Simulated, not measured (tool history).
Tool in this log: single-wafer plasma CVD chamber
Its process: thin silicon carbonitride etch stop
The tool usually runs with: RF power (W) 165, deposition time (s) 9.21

| run | hour | RF power (W) | deposition time (s) | wafers since the last listed run | hours since the last thermocouple change | hours since the last RF generator calibration | hours since the showerhead was replaced | hours since the gauge calibration | read-back reference wafer on the same gauge, thickness_nm | mean film thickness on the monitor wafer (angstrom) |
|---|---|---|---|---|---|---|---|---|---|---|
| 1 | 0 | 165 | 10.66 | 0 | 1818.3 | 445.3 | 3525.9 | 265 | 5.612 | 63.85 |
| 2 | 57.4 | 165 | 10.66 | 1341 | 1875.7 | 502.7 | 3583.3 | 322.4 | 5.613 | 63.86 |
| 3 | 91 | 165 | 9.21 | 785 | 1909.3 | 536.3 | 3616.9 | 356 | 5.61 | 55.31 |
| 4 | 116.8 | 165 | 9.21 | 602 | 1935.1 | 562.1 | 3642.7 | 381.8 | 5.605 | 55.13 |
| 5 | 181.7 | 165 | 9.21 | 1516 | 2000 | 627 | 3707.6 | 446.7 | 5.604 | 55.25 |
| 6 | 243.5 | 165 | 9.21 | 1444 | 2061.8 | 688.8 | 3769.4 | 508.5 | 5.603 | 54.6 |
| 7 | 309.8 | 150 | 8.31 | 1549 | 2128.1 | 755.1 | 3835.7 | 574.8 | 5.616 | 47.58 |
| 8 | 377.3 | 150 | 8.31 | 1577 | 2195.6 | 822.6 | 3903.2 | 642.3 | 5.604 | 47.71 |
| 9 | 435.5 | 165 | 9.21 | 1360 | 2253.8 | 880.8 | 3961.4 | 700.5 | 5.618 | 54.96 |
| 10 | 471.5 | 165 | 9.21 | 841 | 2289.8 | 916.8 | 3997.4 | 736.5 | 5.611 | 54.69 |
| 11 | 534.7 | 165 | 9.21 | 1477 | 2353 | 980 | 4060.6 | 799.7 | 5.615 | 55.05 |
| 12 | 602.2 | 190 | 9.21 | 1577 | 2420.5 | 1047.5 | 4128.1 | 867.2 | 5.603 | 58.04 |
| 13 | 671.2 | 190 | 9.21 | 1612 | 2489.5 | 1116.5 | 4197.1 | 936.2 | 5.611 | 57.71 |
| 14 | 709.4 | 190 | 9.21 | 892 | 2527.7 | 1154.7 | 4235.3 | 974.4 | 5.608 | 58.13 |
|  | 742.2 | showerhead replaced, of another model than before |
| 15 | 766.8 | 165 | 9.21 | 1154 | 2585.1 | 1212.1 | 24.6 | 1031.8 | 5.607 | 55.31 |
|  | 795.7 | thermocouple changed; heater temperature recalibrated |
| 16 | 796.2 | 165 | 9.21 | 500 | 0.5 | 1241.5 | 54 | 1061.2 | 5.607 | 54.92 |
| 17 | 838.5 | 165 | 9.21 | 988 | 42.8 | 1283.8 | 96.3 | 1103.5 | 5.614 | 55.14 |
| 18 | 880.3 | 185 | 9.86 | 976 | 84.6 | 1325.6 | 138.1 | 1145.3 | 5.61 | 61.07 |
| 19 | 910.8 | 145 | 9.21 | 712 | 115.1 | 1356.1 | 168.6 | 1175.8 | 5.61 | 53.42 |
| 20 | 946 | 195 | 9.21 | 822 | 150.3 | 1391.3 | 203.8 | 1211 | 5.608 | 58.05 |
| 21 | 994.3 | 165 | 9.21 | 1128 | 198.6 | 1439.6 | 252.1 | 1259.3 | 5.608 | 55.26 |
| 22 | 1036.6 | 165 | 7.91 | 988 | 240.9 | 1481.9 | 294.4 | 1301.6 | 5.616 | 47.33 |
| 23 | 1075.4 | 165 | 9.21 | 906 | 279.7 | 1520.7 | 333.2 | 1340.4 | 5.609 | 55.25 |
| 24 | 1132.9 | 150 | 10.67 | 1343 | 337.2 | 1578.2 | 390.7 | 1397.9 | 5.608 | 62.21 |
| 25 | 1182.3 | 150 | 9.79 | 1154 | 386.6 | 1627.6 | 440.1 | 1447.3 | 5.608 | 56.87 |
|  | 1225.9 | RF generator calibrated |
| 26 | 1254.1 | 165 | 9.21 | 1491 | 458.4 | 28.2 | 511.9 | 1519.1 | 5.615 | 55.31 |
| 27 | 1323.7 | 135 | 10.66 | 1626 | 528 | 97.8 | 581.5 | 1588.7 | 5.616 | 60.83 |
| 28 | 1360.2 | 165 | 10.54 | 853 | 564.5 | 134.3 | 618 | 1625.2 | 5.619 | 63.74 |
|  | 1371.3 | gauge calibrated |
| 29 | 1449.7 | 165 | 9.21 | 2091 | 654 | 223.8 | 707.5 | 78.4 | 5.607 | 55.43 |
| 30 | 1490.8 | 180 | 8.04 | 960 | 695.1 | 264.9 | 748.6 | 119.5 | 5.608 | 49.38 |
| 31 | 1557.5 | 180 | 9.21 | 1558 | 761.8 | 331.6 | 815.3 | 186.2 | 5.608 | 56.45 |
| 32 | 1611.6 | 195 | 10.09 | 1264 | 815.9 | 385.7 | 869.4 | 240.3 | 5.608 | 63.28 |
| 33 | 1670.8 | 155 | 10.19 | 1383 | 875.1 | 444.9 | 928.6 | 299.5 | 5.602 | 59.98 |
| 34 | 1734.2 | 140 | 7.82 | 1481 | 938.5 | 508.3 | 992 | 362.9 | 5.604 | 44.94 |
| 35 | 1763.5 | 195 | 7.73 | 684 | 967.8 | 537.6 | 1021.3 | 392.2 | 5.603 | 48.41 |

Forecast each of these 3 alternatives for the next run:
| A | 1763.9 | 165 | 9.21 | 9 | 968.2 | 538 | 1021.7 | 392.6 | ? | ? |
| B | 1763.9 | 135 | 8.34 | 9 | 968.2 | 538 | 1021.7 | 392.6 | ? | ? |
| C | 1763.9 | 155 | 10.15 | 9 | 968.2 | 538 | 1021.7 | 392.6 | ? | ? |

| run | read-back reference wafer on the same gauge, thickness_nm | mean film thickness on the monitor wafer (angstrom) |
|---|---|---|
| A | 5.61 | 55.14 |
| B | 5.61 | 47.4 |
| C | 5.61 | 59.78 |
Take away the tool's hidden state, keep each run's random variation, and the runs would have read:
| run | mean film thickness on the monitor wafer (angstrom) |
|---|---|
| A | 55.52 |
| B | 47.72 |
| C | 60.19 |

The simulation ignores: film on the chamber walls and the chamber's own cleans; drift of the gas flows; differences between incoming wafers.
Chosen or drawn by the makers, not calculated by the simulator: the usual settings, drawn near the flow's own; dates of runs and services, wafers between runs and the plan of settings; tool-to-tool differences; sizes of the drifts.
